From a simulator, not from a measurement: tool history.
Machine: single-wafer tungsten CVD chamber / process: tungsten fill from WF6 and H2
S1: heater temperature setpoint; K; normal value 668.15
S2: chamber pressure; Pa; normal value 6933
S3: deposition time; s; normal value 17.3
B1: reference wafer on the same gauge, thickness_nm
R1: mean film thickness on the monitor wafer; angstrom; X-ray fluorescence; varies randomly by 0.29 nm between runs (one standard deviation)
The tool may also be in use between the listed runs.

run	hour	S1	S2	S3	B1	R1
1	0	668.15	5560	17.3	64.676	507.98
2	12.2	668.15	6933	17.3	64.699	573.51
3	24	668.15	6933	17.3	64.756	576.03
4	30.1	668.15	6933	17.3	64.71	574.81
# hour 43.9: showerhead replaced
5	47.3	668.15	6933	17.3	64.708	579.03
6	58.9	668.15	6933	17.3	64.822	573.7
# hour 80: thermocouple changed; heater temperature recalibrated
7	80.5	668.15	6933	17.3	64.724	569.27
8	109.7	668.15	5826	17.3	64.722	522.6
9	118.1	668.15	6933	16.4	64.664	543.34
10	131.6	668.15	6933	16.4	64.66	543
11	139	668.15	6933	16.4	64.698	546.09
# hour 156.6: gauge calibrated
12	173.3	663.15	6399	17.3	64.693	504.97
13	185.5	662.15	6933	14.7	64.796	441.12
14	203.3	680.15	6933	18.8	64.705	762.07
15	212.2	668.15	8106	17.3	64.706	625
16	224.8	668.15	6933	17.3	64.793	573.68
17	232.7	668.15	5453	17.3	64.634	499.5
18	249.8	668.15	6933	17.3	64.649	576.96
19	259.2	668.15	6933	17.3	64.736	577.63
20	274.5	668.15	6933	17.3	64.67	573.4
21	289.7	682.15	5600	19.5	64.703	720.55
22	301.8	668.15	6933	17.3	64.65	571.61
# hour 319.9: capacitance manometer re-zeroed and calibrated
23	320.4	659.15	6933	18.9	64.632	541.65
24	324.6	668.15	6933	17.3	64.615	574.6
25	337.8	656.15	6933	17.3	64.642	468.55
26	366.6	659.15	7893	14.4	64.77	440.58

What will run 27 give?
27	374.2	668.15	6213	17.3	?	?

For run 27 the tool returned B1 64.701, R1 541.3 angstrom.
Take away the tool's hidden state, keep the run-to-run variation as it was, and the same run would have given R1 541.3 angstrom.
